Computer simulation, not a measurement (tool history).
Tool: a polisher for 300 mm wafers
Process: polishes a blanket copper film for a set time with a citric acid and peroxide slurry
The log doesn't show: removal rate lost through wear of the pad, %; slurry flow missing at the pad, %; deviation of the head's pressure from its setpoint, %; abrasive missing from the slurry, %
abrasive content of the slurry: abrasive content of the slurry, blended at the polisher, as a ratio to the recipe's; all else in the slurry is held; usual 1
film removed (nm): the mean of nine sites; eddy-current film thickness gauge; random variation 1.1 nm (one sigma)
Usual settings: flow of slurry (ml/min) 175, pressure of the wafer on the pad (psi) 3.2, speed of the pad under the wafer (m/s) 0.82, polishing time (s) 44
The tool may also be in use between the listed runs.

run	day	flow of slurry (ml/min)	pressure of the wafer on the pad (psi)	speed of the pad under the wafer (m/s)	abrasive content of the slurry	polishing time (s)	wafers since the last listed run	wafers polished on this pad	hours since the slurry nozzle was cleaned	hours since the head pressure was calibrated	hours since the slurry blender was calibrated	incoming thickness of the incoming film, nm	film removed (nm)
1	0	215	3.6	0.82	1	44	0	4230	104.1	499.1	594.7	811.5	84.3
2	2.517	215	3.6	0.82	1	44	682	4913	164.5	559.5	655.1	831.9	83.8
# day 4.171: slurry blender recalibrated
3	7.008	215	3.6	0.82	1	44	1196	6109	272.3	667.3	68.1	833.1	75.9
# day 9.121: head pressure recalibrated
# day 15.183: worn pad replaced by a new one
4	15.779	175	3.2	0.66	1	44	2312	161	482.8	159.8	278.6	827.4	45.9
5	18.933	175	3.2	0.66	1	44	855	1017	558.5	235.5	354.3	835.3	42
6	21.9	175	3.2	0.66	1	44	804	1821	629.7	306.7	425.5	829.8	40.4
# day 24.021: slurry nozzle cleaned
7	26.188	175	3.2	0.82	1	44	1152	2974	52	409.6	528.4	821.6	79.3
8	29.429	175	3.2	0.82	1.25	44	879	3853	129.8	487.4	606.2	835.6	81.3
# day 33.45: slurry blender recalibrated
9	33.888	160	3.2	0.82	1.2	44	1187	5040	236.8	594.4	10.5	822.5	68.6
10	37.321	175	3.2	0.82	1	44	931	5972	319.2	676.8	92.9	827.5	65.8
# day 39.733: head pressure recalibrated
11	41.625	175	3.2	0.74	0.8	58	1145	7117	422.5	45.4	196.2	830.6	71.3
# day 44.658: worn pad replaced by a new one
12	45.396	190	4.1	0.82	1.25	44	977	199	513	135.9	286.7	820.3	72.6
13	47.742	175	3.2	0.82	1	44	636	836	569.3	192.2	343	837.3	54.9
14	51.15	175	3.2	0.82	1	44	924	1761	651.1	274	424.8	818.1	50.6
15	54.712	175	3.2	0.82	1	44	966	2727	736.6	359.5	510.3	838.8	49.6
# day 56.858: slurry nozzle cleaned
16	56.875	175	4.1	0.66	1	30	575	3303	0.4	411.4	562.2	828.9	55.2
17	59.479	230	3.2	0.82	1	44	706	4009	62.9	473.9	624.7	838.7	83.2
18	62.667	175	3.7	0.74	1.25	32	864	4874	139.4	550.4	701.2	841.1	57.6
# day 65.046: slurry blender recalibrated
19	65.479	175	3.9	0.9	0.75	38	740	5615	206.9	617.9	10.4	823.7	65.4
20	67.525	230	3.2	0.82	1	44	555	6170	256	667	59.5	822.1	76.1
21	69.529	175	3.2	0.82	1	33	543	6714	304.1	715.1	107.6	834.9	47.6
22	71.354	130	3.2	1.08	0.85	57	495	7209	347.9	758.9	151.4	826.3	63.2
# day 72.525: head pressure recalibrated
# day 74.912: worn pad replaced by a new one
23	76	145	4.1	0.82	1.25	54	1192	294	459.4	83.4	262.9	843.3	62.6
24	79.779	175	3.2	0.62	1	57	1025	1320	550.1	174.1	353.6	843.2	56.1
25	83.054	175	3.2	0.82	1.3	44	888	2208	628.7	252.7	432.2	822.8	50.6
# day 86.121: slurry nozzle cleaned
26	87.446	175	3.2	0.82	1	44	1180	3389	31.8	358.1	537.6	828.2	79.8
27	89	175	3.2	0.82	1	44	421	3810	69.1	395.4	574.9	846.3	79.6
28	92.058	175	3.2	0.82	1	44	829	4640	142.5	468.8	648.3	847.3	73.1
29	95.025	230	3.2	0.92	1	44	804	5445	213.7	540	719.5	823.4	83.1

Measured less the same run without the tool's hidden state. The same run-to-run variation is in both; the gauge's scatter may not be:
run	film removed (nm)
1	-4.7
2	-7.9
3	-13.4
4	-25.7
5	-28.4
6	-31.7
7	-2.4
8	-6.6
9	-13.9
10	-16.4
11	-25.4
12	-27.7
13	-27.5
14	-29
15	-31.5
16	-0.4
17	-2.5
18	-6.1
19	-11
20	-10.5
21	-13.4
22	-41.7
23	-46.1
24	-34.7
25	-36.6
26	-2.2
27	-4.2
28	-8.2
29	-9.6
